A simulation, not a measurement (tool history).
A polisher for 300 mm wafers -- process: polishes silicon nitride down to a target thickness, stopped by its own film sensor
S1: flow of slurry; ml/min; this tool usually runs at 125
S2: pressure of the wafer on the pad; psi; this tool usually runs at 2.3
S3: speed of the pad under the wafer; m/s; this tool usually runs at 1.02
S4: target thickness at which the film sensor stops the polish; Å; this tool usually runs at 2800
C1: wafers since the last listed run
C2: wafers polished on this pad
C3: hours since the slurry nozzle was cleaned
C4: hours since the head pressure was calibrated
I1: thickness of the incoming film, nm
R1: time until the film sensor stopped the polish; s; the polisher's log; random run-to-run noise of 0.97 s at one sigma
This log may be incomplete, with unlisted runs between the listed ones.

{"run": 1, "hour": 0.0, "S1": 125, "S2": 2.8, "S3": 1.02, "S4": 2800, "C1": 0, "C2": 672, "C3": 14, "C4": 280, "I1": 377.5, "R1": 83.7}
{"run": 2, "hour": 35.1, "S1": 95, "S2": 2.3, "S3": 1.02, "S4": 2900, "C1": 174, "C2": 847, "C3": 49.1, "C4": 315.1, "I1": 381.6, "R1": 102.5}
{"hour": 89.6, "done": "worn pad replaced by a new one"}
{"run": 3, "hour": 96.9, "S1": 95, "S2": 2.3, "S3": 1.02, "S4": 2900, "C1": 287, "C2": 36, "C3": 110.9, "C4": 376.9, "I1": 378.2, "R1": 101.4}
{"hour": 155.9, "done": "head pressure recalibrated"}
{"run": 4, "hour": 164.0, "S1": 95, "S2": 2.3, "S3": 1.02, "S4": 2900, "C1": 323, "C2": 359, "C3": 178, "C4": 8.1, "I1": 381.7, "R1": 99.5}
{"hour": 275.2, "done": "worn pad replaced by a new one"}
{"run": 5, "hour": 375.1, "S1": 125, "S2": 2.3, "S3": 1.12, "S4": 2800, "C1": 1028, "C2": 496, "C3": 389.1, "C4": 219.2, "I1": 378.8, "R1": 109.4}
{"hour": 378.6, "done": "slurry nozzle cleaned"}
{"run": 6, "hour": 419.3, "S1": 125, "S2": 2.3, "S3": 1.02, "S4": 2800, "C1": 214, "C2": 711, "C3": 40.7, "C4": 263.4, "I1": 378.7, "R1": 104.3}
{"run": 7, "hour": 485.0, "S1": 125, "S2": 2.3, "S3": 1.02, "S4": 2800, "C1": 326, "C2": 1037, "C3": 106.4, "C4": 329.1, "I1": 382.3, "R1": 110.3}
{"hour": 496.3, "done": "worn pad replaced by a new one"}
{"run": 8, "hour": 546.8, "S1": 125, "S2": 2.3, "S3": 1.02, "S4": 2800, "C1": 287, "C2": 251, "C3": 168.2, "C4": 390.9, "I1": 384, "R1": 112.7}
{"run": 9, "hour": 573.0, "S1": 85, "S2": 2.3, "S3": 0.68, "S4": 2800, "C1": 130, "C2": 381, "C3": 194.4, "C4": 417.1, "I1": 387, "R1": 177.1}
{"hour": 608.8, "done": "head pressure recalibrated"}
{"run": 10, "hour": 644.2, "S1": 125, "S2": 2.3, "S3": 0.82, "S4": 2510, "C1": 343, "C2": 724, "C3": 265.6, "C4": 35.4, "I1": 375.6, "R1": 159.2}
{"run": 11, "hour": 676.2, "S1": 95, "S2": 2.3, "S3": 0.82, "S4": 2570, "C1": 158, "C2": 883, "C3": 297.6, "C4": 67.4, "I1": 387.5, "R1": 181.6}
{"hour": 719.1, "done": "slurry nozzle cleaned"}
{"hour": 724.1, "done": "worn pad replaced by a new one"}
{"run": 12, "hour": 743.2, "S1": 160, "S2": 2.9, "S3": 0.76, "S4": 3070, "C1": 308, "C2": 95, "C3": 24.1, "C4": 134.4, "I1": 376.1, "R1": 69.7}
{"hour": 913.4, "done": "worn pad replaced by a new one"}
{"run": 13, "hour": 913.9, "S1": 160, "S2": 2.6, "S3": 1.02, "S4": 2800, "C1": 828, "C2": 2, "C3": 194.8, "C4": 305.1, "I1": 372.6, "R1": 85.3}
{"hour": 963.8, "done": "head pressure recalibrated"}
{"run": 14, "hour": 1031.6, "S1": 125, "S2": 2.3, "S3": 0.86, "S4": 2800, "C1": 574, "C2": 577, "C3": 312.5, "C4": 67.8, "I1": 380.5, "R1": 123.9}

Results per run with the tool's hidden condition removed, run-to-run variation unchanged:
The tool's hidden condition here consists of: removal rate lost through wear of the pad, %; slurry flow missing at the pad, %; deviation of the head's pressure from its setpoint, %.
run=1 R1=78.8
run=2 R1=96.1
run=3 R1=94.4
run=4 R1=96
run=5 R1=93.2
run=6 R1=97.3
run=7 R1=102.1
run=8 R1=103.2
run=9 R1=159.7
run=10 R1=149.1
run=11 R1=163.9
run=12 R1=66
run=13 R1=78.2
run=14 R1=113

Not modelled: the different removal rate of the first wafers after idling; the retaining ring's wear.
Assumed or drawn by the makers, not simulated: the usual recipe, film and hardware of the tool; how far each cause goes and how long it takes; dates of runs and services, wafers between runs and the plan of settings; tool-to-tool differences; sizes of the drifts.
